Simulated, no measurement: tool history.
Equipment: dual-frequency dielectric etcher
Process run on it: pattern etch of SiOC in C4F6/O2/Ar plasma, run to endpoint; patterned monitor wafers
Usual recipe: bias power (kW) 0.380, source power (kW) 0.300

| run | hour | bias power (kW) | source power (kW) | wafers since the last listed run | hours since the last wet clean | hours since the last bias power generator calibration | hours since the last source power generator calibration | hours since the last upper electrode change | incoming incoming film thickness, nm | endpoint time (s) |
|---|---|---|---|---|---|---|---|---|---|---|
| 1 | 0.0 | 0.380 | 0.300 | 0 | 203.1 | 3266.7 | 1807.3 | 4863.0 | 31.16 | 12.2 |
| 2 | 39.6 | 0.380 | 0.300 | 608 | 242.7 | 3306.3 | 1846.9 | 4902.6 | 30.92 | 12.1 |
| 3 | 107.0 | 0.380 | 0.300 | 1036 | 310.1 | 3373.7 | 1914.3 | 4970.0 | 30.62 | 12.1 |
| 4 | 143.8 | 0.380 | 0.300 | 565 | 346.9 | 3410.5 | 1951.1 | 5006.8 | 31.00 | 12.2 |
| 5 | 211.1 | 0.380 | 0.300 | 1034 | 414.2 | 3477.8 | 2018.4 | 5074.1 | 31.05 | 12.3 |
|  | 257.4 | wet clean of the chamber |
| 6 | 257.9 | 0.399 | 0.240 | 350 | 0.5 | 3524.6 | 2065.2 | 5120.9 | 30.94 | 12.8 |
| 7 | 280.4 | 0.399 | 0.240 | 345 | 23.0 | 3547.1 | 2087.7 | 5143.4 | 30.86 | 12.7 |
|  | 322.5 | source power generator calibrated |
| 8 | 323.0 | 0.399 | 0.240 | 593 | 65.6 | 3589.7 | 0.5 | 5186.0 | 31.16 | 12.9 |
|  | 352.9 | upper electrode replaced |
| 9 | 382.2 | 0.439 | 0.330 | 541 | 124.8 | 3648.9 | 59.7 | 29.3 | 31.01 | 10.9 |
| 10 | 421.2 | 0.380 | 0.300 | 599 | 163.8 | 3687.9 | 98.7 | 68.3 | 31.01 | 12.0 |
| 11 | 458.6 | 0.380 | 0.300 | 574 | 201.2 | 3725.3 | 136.1 | 105.7 | 30.76 | 12.0 |
| 12 | 497.1 | 0.329 | 0.300 | 591 | 239.7 | 3763.8 | 174.6 | 144.2 | 30.64 | 12.5 |
| 13 | 531.7 | 0.380 | 0.340 | 531 | 274.3 | 3798.4 | 209.2 | 178.8 | 30.91 | 11.4 |
| 14 | 583.2 | 0.458 | 0.300 | 791 | 325.8 | 3849.9 | 260.7 | 230.3 | 30.89 | 11.3 |
| 15 | 773.7 | 0.333 | 0.340 | 2928 | 516.3 | 4040.4 | 451.2 | 420.8 | 30.76 | 12.2 |
|  | 812.0 | wet clean of the chamber |
| 16 | 812.5 | 0.439 | 0.330 | 227 | 0.5 | 4079.2 | 490.0 | 459.6 | 31.07 | 10.8 |
| 17 | 850.8 | 0.380 | 0.300 | 588 | 38.8 | 4117.5 | 528.3 | 497.9 | 30.71 | 11.6 |
| 18 | 880.5 | 0.349 | 0.240 | 456 | 68.5 | 4147.2 | 558.0 | 527.6 | 30.65 | 13.3 |
| 19 | 927.4 | 0.380 | 0.330 | 721 | 115.4 | 4194.1 | 604.9 | 574.5 | 30.54 | 11.3 |
|  | 952.2 | bias power generator calibrated |
| 20 | 979.6 | 0.287 | 0.230 | 740 | 167.6 | 27.4 | 657.1 | 626.7 | 31.17 | 14.8 |
| 21 | 1049.1 | 0.380 | 0.370 | 1068 | 237.1 | 96.9 | 726.6 | 696.2 | 31.04 | 11.0 |
| 22 | 1083.7 | 0.339 | 0.300 | 531 | 271.7 | 131.5 | 761.2 | 730.8 | 31.25 | 12.6 |
| 23 | 1147.2 | 0.349 | 0.240 | 976 | 335.2 | 195.0 | 824.7 | 794.3 | 31.28 | 13.9 |
| 24 | 1192.0 | 0.407 | 0.370 | 688 | 380.0 | 239.8 | 869.5 | 839.1 | 30.47 | 10.7 |
|  | 1249.5 | wet clean of the chamber |
| 25 | 1250.0 | 0.434 | 0.280 | 522 | 0.5 | 297.8 | 927.5 | 897.1 | 31.05 | 11.6 |
| 26 | 1264.6 | 0.409 | 0.300 | 224 | 15.1 | 312.4 | 942.1 | 911.7 | 30.83 | 11.5 |

What will run 27 give?
| 27 | 1301.1 | 0.380 | 0.300 | 561 | 51.6 | 348.9 | 978.6 | 948.2 | 30.57 | ? |

endpoint time (s): 11.8
On a tool with no hidden condition, and with the same random variation, this run would have come out at endpoint time (s) 11.7.
